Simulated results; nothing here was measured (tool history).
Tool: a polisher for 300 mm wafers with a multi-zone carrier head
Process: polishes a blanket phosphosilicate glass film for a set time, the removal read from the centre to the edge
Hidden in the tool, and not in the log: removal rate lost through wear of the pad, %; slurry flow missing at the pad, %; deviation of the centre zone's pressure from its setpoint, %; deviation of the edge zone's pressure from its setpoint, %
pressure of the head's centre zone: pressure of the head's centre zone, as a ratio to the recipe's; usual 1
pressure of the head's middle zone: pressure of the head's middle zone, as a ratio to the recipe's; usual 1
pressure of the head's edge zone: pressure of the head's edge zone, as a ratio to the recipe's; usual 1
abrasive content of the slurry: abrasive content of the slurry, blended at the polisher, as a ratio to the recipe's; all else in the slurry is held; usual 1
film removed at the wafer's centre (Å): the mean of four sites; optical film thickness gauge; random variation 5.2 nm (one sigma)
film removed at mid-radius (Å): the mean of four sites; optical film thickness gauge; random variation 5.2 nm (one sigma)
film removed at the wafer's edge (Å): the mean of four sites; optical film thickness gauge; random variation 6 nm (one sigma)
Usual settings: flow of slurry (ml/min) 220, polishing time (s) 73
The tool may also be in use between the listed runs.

run,hour,flow of slurry (ml/min),pressure of the head's centre zone,pressure of the head's middle zone,pressure of the head's edge zone,abrasive content of the slurry,polishing time (s),wafers since the last listed run,wafers polished on this pad,hours since the slurry nozzle was cleaned,hours since the centre zone pressure was calibrated,hours since the edge zone pressure was calibrated,hours since the carrier head's membrane was replaced,"incoming thickness of the incoming film, nm",film removed at the wafer's centre (Å),film removed at mid-radius (Å),film removed at the wafer's edge (Å)
1,0,220,1,1,1,1,73,0,112,193.1,828.1,358.1,7.7,4633.7,4991,4788,4536
2,10.5,220,1,1,1,1,73,97,210,203.6,838.6,368.6,18.2,4619.4,4972,4659,4574
3,23,220,1,1,1,1,73,116,326,216.1,851.1,381.1,30.7,4647.7,4979,4736,4626
4,40,220,1,1,1,1,73,158,485,233.1,868.1,398.1,47.7,4671.4,5068,4658,4568
5,56.1,220,1,1,1,1,73,150,635,249.2,884.2,414.2,63.8,4672,5104,4722,4558
# hour 58.4: slurry nozzle cleaned
# hour 69.5: worn pad replaced by a new one
6,70,220,1,0.91,1.12,0.9,80,83,4,11.6,898.1,428.1,77.7,4673.6,5249,4551,5090
7,76.7,220,1,1,1,1,73,62,67,18.3,904.8,434.8,84.4,4639.5,4964,4697,4461
8,85.2,220,1,1,1,1,97,79,146,26.8,913.3,443.3,92.9,4686.3,6796,6168,6108
9,93.7,220,1,1,1,1,73,79,225,35.3,921.8,451.8,101.4,4705.1,5039,4609,4593
10,109.8,220,0.91,0.88,1,1,73,150,376,51.4,937.9,467.9,117.5,4610.2,4704,4270,4616
11,119,265,1.12,0.94,1,1,73,85,461,60.6,947.1,477.1,126.7,4621.9,5700,4507,4600
# hour 146.3: centre zone pressure recalibrated
# hour 151: edge zone pressure recalibrated
# hour 152.4: worn pad replaced by a new one
12,172.7,180,1,1,0.93,1,73,450,189,114.3,26.4,21.7,180.4,4714.1,4396,4632,4355
13,182,220,1,1,1,1,73,86,276,123.6,35.7,31,189.7,4659,4431,4713,4630
14,188.8,220,1,1,1,1,56,63,339,130.4,42.5,37.8,196.5,4640.6,3419,3638,3479
15,195.1,260,1.05,1,1,1,66,58,398,136.7,48.8,44.1,202.8,4728.1,4378,4316,4206
16,205,180,1,1.06,1.07,1,73,92,490,146.6,58.7,54,212.7,4661.5,4416,4849,4633
17,216.3,220,1,1,1,1,73,105,596,157.9,70,65.3,224,4687.9,4533,4717,4528
18,227,180,0.92,1,1,1.15,53,99,695,168.6,80.7,76,234.7,4641.1,3044,3575,3533
# hour 245.2: worn pad replaced by a new one
19,257.3,220,1.04,1,0.88,1,73,245,112,198.9,111,106.3,265,4614,4607,4637,4296
# hour 295: slurry nozzle cleaned
20,310.5,220,0.95,1.1,1,1,73,486,599,15.5,164.2,159.5,318.2,4682.3,4214,5028,4637

Forecast each of these 5 alternatives for the next run:
A,310.9,220,1,1,1,1,73,3,603,15.9,164.6,159.9,318.6,4714.5,?,?,?
B,310.9,275,1,1,1,1.1,94,3,603,15.9,164.6,159.9,318.6,4714.5,?,?,?
C,310.9,265,1,1,1,1,73,3,603,15.9,164.6,159.9,318.6,4714.5,?,?,?
D,310.9,220,1,1,0.93,1.25,73,3,603,15.9,164.6,159.9,318.6,4714.5,?,?,?
E,310.9,285,1,1.06,1,1.25,73,3,603,15.9,164.6,159.9,318.6,4714.5,?,?,?

run,film removed at the wafer's centre (Å),film removed at mid-radius (Å),film removed at the wafer's edge (Å)
A,4402,4659,4521
B,6003,6341,6125
C,4480,4733,4575
D,4786,5066,4750
E,4905,5439,4993
Without the tool's hidden state the same runs would have given:
run,film removed at the wafer's centre (Å),film removed at mid-radius (Å),film removed at the wafer's edge (Å)
A,4489,4658,4521
B,6122,6340,6125
C,4568,4733,4575
D,4881,5066,4750
E,5002,5439,4993
